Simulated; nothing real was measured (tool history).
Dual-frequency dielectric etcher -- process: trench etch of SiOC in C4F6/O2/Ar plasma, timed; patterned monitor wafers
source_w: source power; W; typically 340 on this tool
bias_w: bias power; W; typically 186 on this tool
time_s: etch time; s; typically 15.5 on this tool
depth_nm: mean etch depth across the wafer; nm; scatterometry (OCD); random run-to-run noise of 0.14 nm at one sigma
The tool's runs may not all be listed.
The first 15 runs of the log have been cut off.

| run | hour | source_w | bias_w | time_s | wafers since the last listed run | hours since the last wet clean | hours since the last source power generator calibration | hours since the last bias power generator calibration | hours since the last upper electrode change | hours since the gauge calibration | read-back reference wafer on the same gauge, depth_nm | depth_nm |
|---|---|---|---|---|---|---|---|---|---|---|---|---|
| 16 | 1113.4 | 290 | 176 | 15.5 | 1463 | 99.4 | 496.2 | 161.8 | 4676.7 | 110.8 | 29.44 | 28.85 |
| 17 | 1214.1 | 390 | 186 | 19 | 1516 | 200.1 | 596.9 | 262.5 | 4777.4 | 211.5 | 29.5 | 39.32 |
| 18 | 1321.2 | 390 | 186 | 15.5 | 1612 | 307.2 | 704 | 369.6 | 4884.5 | 318.6 | 29.51 | 32.7 |
|  | 1397.9 | upper electrode replaced |
| 19 | 1398.4 | 340 | 186 | 15.5 | 800 | 384.4 | 781.2 | 446.8 | 0.5 | 395.8 | 29.49 | 31.35 |
| 20 | 1455.2 | 260 | 186 | 15.5 | 855 | 441.2 | 838 | 503.6 | 57.3 | 452.6 | 29.49 | 29.04 |
|  | 1494.8 | wet clean of the chamber |
| 21 | 1513.6 | 380 | 147 | 11 | 517 | 18.8 | 896.4 | 562 | 115.7 | 511 | 29.5 | 20.49 |
| 22 | 1614 | 390 | 211 | 12.5 | 1511 | 119.2 | 996.8 | 662.4 | 216.1 | 611.4 | 29.46 | 27.6 |
| 23 | 1691.1 | 340 | 160 | 13.5 | 1160 | 196.3 | 1073.9 | 739.5 | 293.2 | 688.5 | 29.52 | 25.35 |
| 24 | 1787.9 | 340 | 186 | 17 | 1457 | 293.1 | 1170.7 | 836.3 | 390 | 785.3 | 29.5 | 34.29 |
| 25 | 1890.7 | 310 | 149 | 17.5 | 1547 | 395.9 | 1273.5 | 939.1 | 492.8 | 888.1 | 29.51 | 31.07 |
| 26 | 1949.9 | 340 | 148 | 15.5 | 891 | 455.1 | 1332.7 | 998.3 | 552 | 947.3 | 29.5 | 28.1 |
| 27 | 2025.6 | 260 | 229 | 20 | 1139 | 530.8 | 1408.4 | 1074 | 627.7 | 1023 | 29.51 | 41.49 |
| 28 | 2084.1 | 300 | 169 | 17.5 | 880 | 589.3 | 1466.9 | 1132.5 | 686.2 | 1081.5 | 29.48 | 32.63 |
|  | 2133.6 | wet clean of the chamber |
| 29 | 2160.9 | 370 | 186 | 15.5 | 794 | 27.3 | 1543.7 | 1209.3 | 763 | 1158.3 | 29.49 | 32.18 |
| 30 | 2241.7 | 280 | 155 | 15.5 | 1216 | 108.1 | 1624.5 | 1290.1 | 843.8 | 1239.1 | 29.55 | 27.09 |

Branching from run 30: 3 alternative next runs. What would each branch give?
| A | 2242.1 | 340 | 186 | 12.5 | 6 | 108.5 | 1624.9 | 1290.5 | 844.2 | 1239.5 | ? | ? |
| B | 2242.1 | 270 | 141 | 15.5 | 6 | 108.5 | 1624.9 | 1290.5 | 844.2 | 1239.5 | ? | ? |
| C | 2242.1 | 340 | 186 | 13 | 6 | 108.5 | 1624.9 | 1290.5 | 844.2 | 1239.5 | ? | ? |

| run | read-back reference wafer on the same gauge, depth_nm | depth_nm |
|---|---|---|
| A | 29.5 | 25.22 |
| B | 29.5 | 25.66 |
| C | 29.5 | 26.23 |
Without the tool's hidden state the same runs would have given:
| run | depth_nm |
|---|---|
| A | 24.82 |
| B | 25.28 |
| C | 25.81 |
